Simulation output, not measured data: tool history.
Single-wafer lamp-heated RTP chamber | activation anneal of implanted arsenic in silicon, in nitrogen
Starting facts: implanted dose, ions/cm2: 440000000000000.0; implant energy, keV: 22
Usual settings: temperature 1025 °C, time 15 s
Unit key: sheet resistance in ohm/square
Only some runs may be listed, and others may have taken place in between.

| run | day | temperature | time | read-back reference wafer on the same gauge, sheet resistance | sheet resistance |
|---|---|---|---|---|---|
| 1 | 0.000 | 1025 | 15 | 184.53 | 226.06 |
| 2 | 1.308 | 1025 | 10 | 184.74 | 227.70 |
| 3 | 2.504 | 1025 | 10 | 184.48 | 226.06 |
| 4 | 3.533 | 1025 | 10 | 184.20 | 226.66 |
| 5 | 4.312 | 1025 | 21 | 184.08 | 223.21 |
| 6 | 5.004 | 1025 | 18 | 183.96 | 223.86 |
| 7 | 5.633 | 1025 | 18 | 183.93 | 222.98 |
| 8 | 6.700 | 1025 | 18 | 183.63 | 225.48 |
| 9 | 8.183 | 1025 | 9 | 183.46 | 225.93 |
| 10 | 8.733 | 1025 | 9 | 183.06 | 226.70 |
| 11 | 9.729 | 1025 | 15 | 182.94 | 224.21 |
| 12 | 10.979 | 1025 | 15 | 182.75 | 224.44 |
|  | 13.133 | reflector plate cleaned |
| 13 | 15.150 | 1025 | 15 | 182.12 | 223.24 |
| 14 | 16.546 | 1025 | 15 | 181.85 | 222.60 |
| 15 | 17.938 | 1025 | 15 | 181.52 | 223.44 |

For run 16, what comes out?
|  | 18.758 | pyrometer window cleaned and pyrometer calibrated |
|  | 20.567 | gauge calibrated |
| 16 | 20.596 | 1005 | 20 | ? | ? |

read-back reference wafer on the same gauge, sheet resistance: 184.74
sheet resistance: 227.60 ohm/square
With no hidden state in the tool, this same run would have given sheet resistance 227.74 ohm/square.

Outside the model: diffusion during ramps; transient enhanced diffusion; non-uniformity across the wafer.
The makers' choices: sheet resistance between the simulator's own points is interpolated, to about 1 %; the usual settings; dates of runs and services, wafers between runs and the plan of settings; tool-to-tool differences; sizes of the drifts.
